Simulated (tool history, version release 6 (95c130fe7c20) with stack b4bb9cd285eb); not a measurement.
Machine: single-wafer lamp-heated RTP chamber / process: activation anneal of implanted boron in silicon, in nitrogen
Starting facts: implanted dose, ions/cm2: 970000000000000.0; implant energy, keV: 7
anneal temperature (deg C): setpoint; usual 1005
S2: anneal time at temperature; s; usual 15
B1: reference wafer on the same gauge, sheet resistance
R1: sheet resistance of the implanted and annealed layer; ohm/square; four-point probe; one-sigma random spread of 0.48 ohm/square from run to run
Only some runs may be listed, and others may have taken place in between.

{"run": 1, "day": 0.0, "anneal temperature (deg C)": 1005, "S2": 15, "B1": 125.91, "R1": 139.53}
{"run": 2, "day": 3.146, "anneal temperature (deg C)": 1005, "S2": 15, "B1": 125.93, "R1": 138.7}
{"run": 3, "day": 5.738, "anneal temperature (deg C)": 1005, "S2": 15, "B1": 125.98, "R1": 137.81}
{"run": 4, "day": 8.938, "anneal temperature (deg C)": 1005, "S2": 15, "B1": 126.06, "R1": 137.78}
{"day": 9.938, "done": "pyrometer window cleaned and pyrometer calibrated"}
{"day": 12.854, "done": "reflector plate cleaned"}
{"run": 5, "day": 12.875, "anneal temperature (deg C)": 1005, "S2": 15, "B1": 126.14, "R1": 139.68}
{"run": 6, "day": 15.446, "anneal temperature (deg C)": 1005, "S2": 15, "B1": 125.84, "R1": 139.55}
{"run": 7, "day": 17.042, "anneal temperature (deg C)": 1005, "S2": 15, "B1": 126.1, "R1": 138.65}
{"run": 8, "day": 19.662, "anneal temperature (deg C)": 1005, "S2": 15, "B1": 126.02, "R1": 139.03}
{"run": 9, "day": 23.683, "anneal temperature (deg C)": 1005, "S2": 15, "B1": 126.08, "R1": 138.32}
{"day": 26.812, "done": "pyrometer window cleaned and pyrometer calibrated"}
{"day": 27.346, "done": "reflector plate cleaned"}
{"run": 10, "day": 27.367, "anneal temperature (deg C)": 1005, "S2": 15, "B1": 126.16, "R1": 135.24}
{"run": 11, "day": 29.517, "anneal temperature (deg C)": 1011, "S2": 20, "B1": 125.8, "R1": 131.21}
{"day": 31.858, "done": "gauge calibrated"}
{"run": 12, "day": 33.892, "anneal temperature (deg C)": 1011, "S2": 20, "B1": 125.96, "R1": 130.94}
{"run": 13, "day": 37.688, "anneal temperature (deg C)": 1011, "S2": 20, "B1": 126.06, "R1": 130.82}
{"day": 39.375, "done": "pyrometer window cleaned and pyrometer calibrated, repeated, since the last time left the tool worse"}
{"day": 41.379, "done": "reflector plate cleaned"}
{"run": 14, "day": 41.404, "anneal temperature (deg C)": 1005, "S2": 20, "B1": 126.0, "R1": 137.36}
{"run": 15, "day": 42.921, "anneal temperature (deg C)": 1014, "S2": 20, "B1": 125.94, "R1": 133.44}
{"run": 16, "day": 46.012, "anneal temperature (deg C)": 1005, "S2": 10, "B1": 125.99, "R1": 142.69}
{"run": 17, "day": 48.454, "anneal temperature (deg C)": 983, "S2": 15, "B1": 126.05, "R1": 149.64}
{"day": 54.529, "done": "reflector plate cleaned"}
{"run": 18, "day": 54.583, "anneal temperature (deg C)": 1005, "S2": 10, "B1": 126.03, "R1": 140.96}
{"day": 55.408, "done": "pyrometer window cleaned and pyrometer calibrated"}
{"run": 19, "day": 58.288, "anneal temperature (deg C)": 1030, "S2": 15, "B1": 126.08, "R1": 131.04}
{"run": 20, "day": 61.417, "anneal temperature (deg C)": 1005, "S2": 15, "B1": 126.0, "R1": 139.15}
{"run": 21, "day": 63.25, "anneal temperature (deg C)": 981, "S2": 8, "B1": 125.86, "R1": 160.54}
{"run": 22, "day": 64.892, "anneal temperature (deg C)": 1005, "S2": 15, "B1": 125.78, "R1": 138.87}
{"run": 23, "day": 67.079, "anneal temperature (deg C)": 1016, "S2": 15, "B1": 126.08, "R1": 134.29}
{"day": 68.825, "done": "pyrometer window cleaned and pyrometer calibrated"}
{"day": 69.15, "done": "reflector plate cleaned"}
{"run": 24, "day": 69.629, "anneal temperature (deg C)": 1025, "S2": 20, "B1": 126.12, "R1": 130.74}
{"run": 25, "day": 72.304, "anneal temperature (deg C)": 992, "S2": 19, "B1": 125.93, "R1": 144.41}
{"run": 26, "day": 74.717, "anneal temperature (deg C)": 1022, "S2": 11, "B1": 126.13, "R1": 135.88}
{"run": 27, "day": 76.646, "anneal temperature (deg C)": 1030, "S2": 24, "B1": 125.93, "R1": 127.21}

What if the next run were any one of these 5? Each begins from the tool's condition after run 27:
{"run": "A", "day": 76.662, "anneal temperature (deg C)": 1005, "S2": 15, "B1": "?", "R1": "?"}
{"run": "B", "day": 76.662, "anneal temperature (deg C)": 995, "S2": 20, "B1": "?", "R1": "?"}
{"run": "C", "day": 76.662, "anneal temperature (deg C)": 1027, "S2": 19, "B1": "?", "R1": "?"}
{"run": "D", "day": 76.662, "anneal temperature (deg C)": 991, "S2": 20, "B1": "?", "R1": "?"}
{"run": "E", "day": 76.662, "anneal temperature (deg C)": 1022, "S2": 21, "B1": "?", "R1": "?"}

run=A B1=125.74 R1=138.97
run=B B1=125.74 R1=140.86
run=C B1=125.74 R1=129.80
run=D B1=125.74 R1=142.77
run=E B1=125.74 R1=130.86
Had the tool no hidden state, the same runs would have come out as:
run=A R1=139.74
run=B R1=141.76
run=C R1=130.47
run=D R1=143.79
run=E R1=131.53
